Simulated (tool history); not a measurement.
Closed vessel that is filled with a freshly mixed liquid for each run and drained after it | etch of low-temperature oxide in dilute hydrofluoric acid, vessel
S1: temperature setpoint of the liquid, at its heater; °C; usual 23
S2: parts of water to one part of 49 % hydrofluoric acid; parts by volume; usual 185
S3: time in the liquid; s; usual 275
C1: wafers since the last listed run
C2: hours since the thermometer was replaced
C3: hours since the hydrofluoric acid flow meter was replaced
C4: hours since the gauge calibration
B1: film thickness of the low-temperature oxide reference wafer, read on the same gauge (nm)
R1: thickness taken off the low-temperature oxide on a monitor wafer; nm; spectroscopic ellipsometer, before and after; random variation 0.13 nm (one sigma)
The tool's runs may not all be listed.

run 1 hour=0 | S1=23 S2=185 S3=275 | C1=0 C2=1764.9 C3=409.6 C4=337.3 | B1=60.04 | R1=14.41
run 2 hour=32.3 | S1=25 S2=185 S3=185 | C1=2193 C2=1797.2 C3=441.9 C4=369.6 | B1=59.97 | R1=10.5
run 3 hour=68.6 | S1=25 S2=185 S3=185 | C1=2465 C2=1833.5 C3=478.2 C4=405.9 | B1=60.01 | R1=10.28
run 4 hour=99.1 | S1=23 S2=210 S3=275 | C1=2071 C2=1864 C3=508.7 C4=436.4 | B1=60.04 | R1=12.25
run 5 hour=133.2 | S1=23 S2=210 S3=275 | C1=2316 C2=1898.1 C3=542.8 C4=470.5 | B1=60.04 | R1=12.49
run 6 hour=182.3 | S1=23 S2=210 S3=275 | C1=3334 C2=1947.2 C3=591.9 C4=519.6 | B1=60.04 | R1=12.29
run 7 hour=239.5 | S1=23 S2=185 S3=360 | C1=3885 C2=2004.4 C3=649.1 C4=576.8 | B1=60.01 | R1=19.15
run 8 hour=278.7 | S1=23 S2=185 S3=275 | C1=2662 C2=2043.6 C3=688.3 C4=616 | B1=60.01 | R1=14.42
run 9 hour=313.1 | S1=23 S2=185 S3=275 | C1=2336 C2=2078 C3=722.7 C4=650.4 | B1=60 | R1=14.19
run 10 hour=362.2 | S1=23 S2=185 S3=275 | C1=3334 C2=2127.1 C3=771.8 C4=699.5 | B1=59.97 | R1=14.3
-- hour=381.2 gauge calibrated
run 11 hour=402.2 | S1=23 S2=185 S3=275 | C1=2716 C2=2167.1 C3=811.8 C4=21 | B1=59.98 | R1=14.29
-- hour=513.5 thermometer replaced
run 12 hour=519.2 | S1=23 S2=185 S3=275 | C1=7878 C2=5.7 C3=928.8 C4=138 | B1=59.98 | R1=14.12
run 13 hour=571.3 | S1=23 S2=185 S3=165 | C1=3538 C2=57.8 C3=980.9 C4=190.1 | B1=59.99 | R1=8.54
run 14 hour=598 | S1=23 S2=185 S3=165 | C1=1813 C2=84.5 C3=1007.6 C4=216.8 | B1=59.97 | R1=8.47
-- hour=613.5 hydrofluoric acid flow meter replaced
run 15 hour=647.3 | S1=23 S2=185 S3=375 | C1=3280 C2=133.8 C3=33.8 C4=266.1 | B1=60.03 | R1=19.93
run 16 hour=689.4 | S1=27.5 S2=275 S3=205 | C1=2859 C2=175.9 C3=75.9 C4=308.2 | B1=59.99 | R1=7.85
run 17 hour=744.1 | S1=23 S2=185 S3=275 | C1=3715 C2=230.6 C3=130.6 C4=362.9 | B1=59.98 | R1=14.79
run 18 hour=784.2 | S1=25 S2=105 S3=380 | C1=2723 C2=270.7 C3=170.7 C4=403 | B1=60.03 | R1=41.05
run 19 hour=827.8 | S1=23 S2=185 S3=275 | C1=2961 C2=314.3 C3=214.3 C4=446.6 | B1=59.99 | R1=14.49
run 20 hour=892.2 | S1=19 S2=140 S3=385 | C1=4374 C2=378.7 C3=278.7 C4=511 | B1=60.02 | R1=24.09
run 21 hour=959.4 | S1=21 S2=185 S3=275 | C1=4564 C2=445.9 C3=345.9 C4=578.2 | B1=59.97 | R1=13.36
-- hour=1014 gauge calibrated
run 22 hour=1017.7 | S1=28 S2=115 S3=275 | C1=3959 C2=504.2 C3=404.2 C4=3.7 | B1=60.05 | R1=30.16
run 23 hour=1050.9 | S1=23 S2=185 S3=275 | C1=2254 C2=537.4 C3=437.4 C4=36.9 | B1=59.98 | R1=14.47
run 24 hour=1077.6 | S1=24.5 S2=105 S3=165 | C1=1813 C2=564.1 C3=464.1 C4=63.6 | B1=59.99 | R1=17.67
run 25 hour=1131.2 | S1=23 S2=210 S3=275 | C1=3640 C2=617.7 C3=517.7 C4=117.2 | B1=60.01 | R1=12.03
run 26 hour=1186.5 | S1=27 S2=185 S3=165 | C1=3755 C2=673 C3=573 C4=172.5 | B1=59.97 | R1=10.03
run 27 hour=1401.9 | S1=23 S2=185 S3=275 | C1=14629 C2=888.4 C3=788.4 C4=387.9 | B1=59.99 | R1=14.26
run 28 hour=1454.2 | S1=23 S2=235 S3=375 | C1=3552 C2=940.7 C3=840.7 C4=440.2 | B1=59.97 | R1=14.15
run 29 hour=1479.8 | S1=21 S2=260 S3=275 | C1=1738 C2=966.3 C3=866.3 C4=465.8 | B1=60.01 | R1=8.62

4 ways to go on from here, each from the tool as it stands after run 29. What would each give?
run A hour=1480.5 | S1=23 S2=220 S3=275 | C1=47 C2=967 C3=867 C4=466.5 | B1=? | R1=?
run B hour=1480.5 | S1=18 S2=120 S3=350 | C1=47 C2=967 C3=867 C4=466.5 | B1=? | R1=?
run C hour=1480.5 | S1=23 S2=225 S3=430 | C1=47 C2=967 C3=867 C4=466.5 | B1=? | R1=?
run D hour=1480.5 | S1=23 S2=130 S3=190 | C1=47 C2=967 C3=867 C4=466.5 | B1=? | R1=?

run=A B1=59.98 R1=11.27
run=B B1=59.98 R1=24.07
run=C B1=59.98 R1=17.13
run=D B1=59.98 R1=14.57
Without the tool's hidden state the same runs would have given:
run=A R1=11.89
run=B R1=25.28
run=C R1=18.08
run=D R1=15.33

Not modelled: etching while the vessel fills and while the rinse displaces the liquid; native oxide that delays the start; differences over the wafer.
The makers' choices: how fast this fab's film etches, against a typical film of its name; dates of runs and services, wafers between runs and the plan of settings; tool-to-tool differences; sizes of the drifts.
